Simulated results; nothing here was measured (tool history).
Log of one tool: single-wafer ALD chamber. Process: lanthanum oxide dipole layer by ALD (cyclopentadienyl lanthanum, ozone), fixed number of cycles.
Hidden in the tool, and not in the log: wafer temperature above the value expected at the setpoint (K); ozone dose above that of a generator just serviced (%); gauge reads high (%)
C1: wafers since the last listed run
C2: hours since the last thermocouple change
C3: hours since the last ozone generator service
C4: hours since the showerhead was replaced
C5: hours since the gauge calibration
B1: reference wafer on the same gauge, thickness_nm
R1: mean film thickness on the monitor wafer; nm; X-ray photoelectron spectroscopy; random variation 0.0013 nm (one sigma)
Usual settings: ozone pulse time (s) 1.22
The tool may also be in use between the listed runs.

Run 1, day 0.000: usual settings; C1 0; C2 2324.5; C3 378.8; C4 5553.3; C5 234.2; B1 0.523. Result: R1 0.513 nm.
Run 2, day 0.746: usual settings; C1 394; C2 2342.4; C3 396.7; C4 5571.2; C5 252.1; B1 0.523. Result: R1 0.513 nm.
Run 3, day 1.346: usual settings; C1 317; C2 2356.8; C3 411.1; C4 5585.6; C5 266.5; B1 0.523. Result: R1 0.514 nm.
Run 4, day 1.838: usual settings but ozone pulse time (s) 1.00; C1 260; C2 2368.6; C3 422.9; C4 5597.4; C5 278.3; B1 0.523. Result: R1 0.483 nm.
Run 5, day 2.538: usual settings but ozone pulse time (s) 1.00; C1 370; C2 2385.4; C3 439.7; C4 5614.2; C5 295.1; B1 0.523. Result: R1 0.483 nm.
Run 6, day 2.883: usual settings; C1 183; C2 2393.7; C3 448.0; C4 5622.5; C5 303.4; B1 0.523. Result: R1 0.514 nm.
Run 7, day 3.421: usual settings; C1 284; C2 2406.6; C3 460.9; C4 5635.4; C5 316.3; B1 0.523. Result: R1 0.511 nm.
Run 8, day 3.912: usual settings; C1 260; C2 2418.4; C3 472.7; C4 5647.2; C5 328.1; B1 0.523. Result: R1 0.512 nm.
Run 9, day 4.333: usual settings; C1 222; C2 2428.5; C3 482.8; C4 5657.3; C5 338.2; B1 0.523. Result: R1 0.511 nm.
Run 10, day 4.842: usual settings but ozone pulse time (s) 0.87; C1 269; C2 2440.7; C3 495.0; C4 5669.5; C5 350.4; B1 0.523. Result: R1 0.457 nm.
Run 11, day 5.117: usual settings but ozone pulse time (s) 1.12; C1 145; C2 2447.3; C3 501.6; C4 5676.1; C5 357.0; B1 0.523. Result: R1 0.498 nm.
Run 12, day 5.742: usual settings; C1 330; C2 2462.3; C3 516.6; C4 5691.1; C5 372.0; B1 0.523. Result: R1 0.509 nm.
Run 13, day 6.138: usual settings; C1 209; C2 2471.8; C3 526.1; C4 5700.6; C5 381.5; B1 0.523. Result: R1 0.510 nm.
Run 14, day 6.704: usual settings; C1 299; C2 2485.4; C3 539.7; C4 5714.2; C5 395.1; B1 0.523. Result: R1 0.506 nm.
At day 7.371: showerhead replaced, of another model than before.
At day 7.612: ozone generator serviced.
Run 15, day 7.633: usual settings but ozone pulse time (s) 0.78; C1 188; C2 2507.7; C3 0.5; C4 6.3; C5 417.4; B1 0.523. Result: R1 0.361 nm.
Run 16, day 7.767: usual settings; C1 70; C2 2510.9; C3 3.7; C4 9.5; C5 420.6; B1 0.523. Result: R1 0.524 nm.
Run 17, day 8.142: usual settings but ozone pulse time (s) 0.82; C1 198; C2 2519.9; C3 12.7; C4 18.5; C5 429.6; B1 0.523. Result: R1 0.386 nm.
Run 18, day 8.638: usual settings but ozone pulse time (s) 1.61; C1 262; C2 2531.8; C3 24.6; C4 30.4; C5 441.5; B1 0.523. Result: R1 0.562 nm.
At day 8.979: gauge calibrated.
Run 19, day 9.012: usual settings but ozone pulse time (s) 0.91; C1 198; C2 2540.8; C3 33.6; C4 39.4; C5 0.8; B1 0.523. Result: R1 0.431 nm.
Run 20, day 10.188: usual settings but ozone pulse time (s) 0.93; C1 621; C2 2569.0; C3 61.8; C4 67.6; C5 29.0; B1 0.523. Result: R1 0.440 nm.
At day 10.721: thermocouple changed; heater temperature recalibrated.
Run 21, day 10.817: usual settings but ozone pulse time (s) 1.34; C1 156; C2 2.3; C3 76.9; C4 82.7; C5 44.1; B1 0.523. Result: R1 0.537 nm.
Run 22, day 11.454: usual settings but ozone pulse time (s) 0.83; C1 337; C2 17.6; C3 92.2; C4 98.0; C5 59.4; B1 0.523. Result: R1 0.385 nm.
Run 23, day 11.992: usual settings; C1 284; C2 30.5; C3 105.1; C4 110.9; C5 72.3; B1 0.523. Result: R1 0.518 nm.
Run 24, day 12.671: usual settings but ozone pulse time (s) 1.55; C1 359; C2 46.8; C3 121.4; C4 127.2; C5 88.6; B1 0.523. Result: R1 0.554 nm.
Run 25, day 13.117: usual settings but ozone pulse time (s) 0.99; C1 236; C2 57.5; C3 132.1; C4 137.9; C5 99.3; B1 0.523. Result: R1 0.458 nm.
Run 26, day 13.829: usual settings; C1 377; C2 74.6; C3 149.2; C4 155.0; C5 116.4; B1 0.523. Result: R1 0.516 nm.
Run 27, day 14.171: usual settings but ozone pulse time (s) 1.06; C1 180; C2 82.8; C3 157.4; C4 163.2; C5 124.6; B1 0.523. Result: R1 0.478 nm.
Run 28, day 14.738: usual settings but ozone pulse time (s) 0.86; C1 299; C2 96.4; C3 171.0; C4 176.8; C5 138.2; B1 0.523. Result: R1 0.399 nm.
Run 29, day 16.588: usual settings but ozone pulse time (s) 1.64; C1 979; C2 140.8; C3 215.4; C4 221.2; C5 182.6; B1 0.523. Result: R1 0.557 nm.
Run 30, day 17.012: usual settings but ozone pulse time (s) 1.04; C1 224; C2 151.0; C3 225.6; C4 231.4; C5 192.8; B1 0.523. Result: R1 0.467 nm.
Run 31, day 17.383: usual settings; C1 196; C2 159.9; C3 234.5; C4 240.3; C5 201.7; B1 0.523. Result: R1 0.512 nm.
Run 32, day 17.708: usual settings; C1 172; C2 167.7; C3 242.3; C4 248.1; C5 209.5; B1 0.523. Result: R1 0.512 nm.
Run 33, day 18.017: usual settings but ozone pulse time (s) 1.54; C1 163; C2 175.1; C3 249.7; C4 255.5; C5 216.9; B1 0.523. Result: R1 0.549 nm.
Run 34, day 18.750: usual settings; C1 388; C2 192.7; C3 267.3; C4 273.1; C5 234.5; B1 0.523. Result: R1 0.508 nm.

Forecast each of these 4 alternatives for the next run:
Run A, day 18.767: usual settings; C1 8; C2 193.1; C3 267.7; C4 273.5; C5 234.9; B1 ?. Result: R1 ?.
Run B, day 18.767: usual settings but ozone pulse time (s) 1.67; C1 8; C2 193.1; C3 267.7; C4 273.5; C5 234.9; B1 ?. Result: R1 ?.
Run C, day 18.767: usual settings but ozone pulse time (s) 0.89; C1 8; C2 193.1; C3 267.7; C4 273.5; C5 234.9; B1 ?. Result: R1 ?.
Run D, day 18.767: usual settings but ozone pulse time (s) 1.40; C1 8; C2 193.1; C3 267.7; C4 273.5; C5 234.9; B1 ?. Result: R1 ?.

run     B1     R1
  A  0.523  0.510
  B  0.523  0.558
  C  0.523  0.405
  D  0.523  0.537
Without the tool's hidden state the same runs would have given:
run     R1
  A  0.525
  B  0.563
  C  0.428
  D  0.547
